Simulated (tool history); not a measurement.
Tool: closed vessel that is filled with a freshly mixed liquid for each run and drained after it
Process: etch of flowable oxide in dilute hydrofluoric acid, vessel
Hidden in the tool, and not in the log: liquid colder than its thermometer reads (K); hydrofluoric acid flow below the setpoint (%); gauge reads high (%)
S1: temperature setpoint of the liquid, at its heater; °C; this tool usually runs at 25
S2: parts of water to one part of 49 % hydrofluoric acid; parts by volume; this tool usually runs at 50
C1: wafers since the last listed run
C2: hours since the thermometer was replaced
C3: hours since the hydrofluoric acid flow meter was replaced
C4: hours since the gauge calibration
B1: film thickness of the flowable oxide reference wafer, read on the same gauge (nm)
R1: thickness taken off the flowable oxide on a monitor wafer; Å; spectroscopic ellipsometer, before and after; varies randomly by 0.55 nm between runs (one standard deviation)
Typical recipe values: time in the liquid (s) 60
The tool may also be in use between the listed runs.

{"run": 1, "hour": 0.0, "S1": 25, "S2": 50, "time in the liquid (s)": 60, "C1": 0, "C2": 826.5, "C3": 376.3, "C4": 44.6, "B1": 109.99, "R1": 678.5}
{"run": 2, "hour": 15.1, "S1": 29, "S2": 50, "time in the liquid (s)": 60, "C1": 1542, "C2": 841.6, "C3": 391.4, "C4": 59.7, "B1": 110.02, "R1": 798}
{"run": 3, "hour": 43.6, "S1": 29, "S2": 50, "time in the liquid (s)": 60, "C1": 2911, "C2": 870.1, "C3": 419.9, "C4": 88.2, "B1": 109.98, "R1": 799.3}
{"run": 4, "hour": 64.6, "S1": 29, "S2": 50, "time in the liquid (s)": 60, "C1": 2145, "C2": 891.1, "C3": 440.9, "C4": 109.2, "B1": 109.99, "R1": 791.5}
{"run": 5, "hour": 84.6, "S1": 25, "S2": 50, "time in the liquid (s)": 60, "C1": 2043, "C2": 911.1, "C3": 460.9, "C4": 129.2, "B1": 109.99, "R1": 679.4}
{"run": 6, "hour": 113.5, "S1": 25, "S2": 50, "time in the liquid (s)": 60, "C1": 2952, "C2": 940, "C3": 489.8, "C4": 158.1, "B1": 109.99, "R1": 669}
{"run": 7, "hour": 130.3, "S1": 25, "S2": 50, "time in the liquid (s)": 60, "C1": 1716, "C2": 956.8, "C3": 506.6, "C4": 174.9, "B1": 109.98, "R1": 675.4}
{"run": 8, "hour": 149.8, "S1": 25, "S2": 50, "time in the liquid (s)": 60, "C1": 1992, "C2": 976.3, "C3": 526.1, "C4": 194.4, "B1": 109.99, "R1": 681.8}
{"run": 9, "hour": 173.9, "S1": 25, "S2": 50, "time in the liquid (s)": 60, "C1": 2461, "C2": 1000.4, "C3": 550.2, "C4": 218.5, "B1": 109.98, "R1": 691.7}
{"run": 10, "hour": 202.0, "S1": 21, "S2": 50, "time in the liquid (s)": 60, "C1": 2870, "C2": 1028.5, "C3": 578.3, "C4": 246.6, "B1": 109.98, "R1": 575.3}
{"run": 11, "hour": 230.3, "S1": 27.5, "S2": 60, "time in the liquid (s)": 85, "C1": 2891, "C2": 1056.8, "C3": 606.6, "C4": 274.9, "B1": 110, "R1": 868.9}
{"run": 12, "hour": 244.9, "S1": 25, "S2": 50, "time in the liquid (s)": 70, "C1": 1491, "C2": 1071.4, "C3": 621.2, "C4": 289.5, "B1": 110, "R1": 786.9}
{"hour": 258.5, "done": "thermometer replaced"}
{"run": 13, "hour": 264.7, "S1": 22, "S2": 40, "time in the liquid (s)": 60, "C1": 1920, "C2": 6.2, "C3": 641, "C4": 309.3, "B1": 110, "R1": 751}
{"run": 14, "hour": 281.4, "S1": 27, "S2": 50, "time in the liquid (s)": 60, "C1": 1706, "C2": 22.9, "C3": 657.7, "C4": 326, "B1": 110, "R1": 739.5}
{"run": 15, "hour": 312.4, "S1": 25, "S2": 40, "time in the liquid (s)": 70, "C1": 3166, "C2": 53.9, "C3": 688.7, "C4": 357, "B1": 109.99, "R1": 1002}
{"hour": 337.3, "done": "hydrofluoric acid flow meter replaced"}
{"hour": 394.6, "done": "gauge calibrated"}
{"run": 16, "hour": 402.2, "S1": 25, "S2": 50, "time in the liquid (s)": 60, "C1": 9071, "C2": 143.7, "C3": 64.9, "C4": 7.6, "B1": 109.99, "R1": 682.5}
{"run": 17, "hour": 436.5, "S1": 27.5, "S2": 70, "time in the liquid (s)": 70, "C1": 3503, "C2": 178, "C3": 99.2, "C4": 41.9, "B1": 109.98, "R1": 613}
{"run": 18, "hour": 451.3, "S1": 21, "S2": 75, "time in the liquid (s)": 60, "C1": 1511, "C2": 192.8, "C3": 114, "C4": 56.7, "B1": 109.98, "R1": 376.1}
{"run": 19, "hour": 474.4, "S1": 21.5, "S2": 60, "time in the liquid (s)": 60, "C1": 2359, "C2": 215.9, "C3": 137.1, "C4": 79.8, "B1": 110.02, "R1": 486}
{"run": 20, "hour": 499.0, "S1": 25, "S2": 50, "time in the liquid (s)": 60, "C1": 2513, "C2": 240.5, "C3": 161.7, "C4": 104.4, "B1": 109.97, "R1": 672.2}

Across each entry between runs, compare the hidden state at the last listed run before it with the hidden state at the first listed run after it:
In the gap between runs 12 and 13: thermometer replaced (hour 258.5)
  the hidden state is the same at both runs
In the gap between runs 15 and 16: hydrofluoric acid flow meter replaced (hour 337.3); gauge calibrated (hour 394.6)
  the hidden state is the same at both runs

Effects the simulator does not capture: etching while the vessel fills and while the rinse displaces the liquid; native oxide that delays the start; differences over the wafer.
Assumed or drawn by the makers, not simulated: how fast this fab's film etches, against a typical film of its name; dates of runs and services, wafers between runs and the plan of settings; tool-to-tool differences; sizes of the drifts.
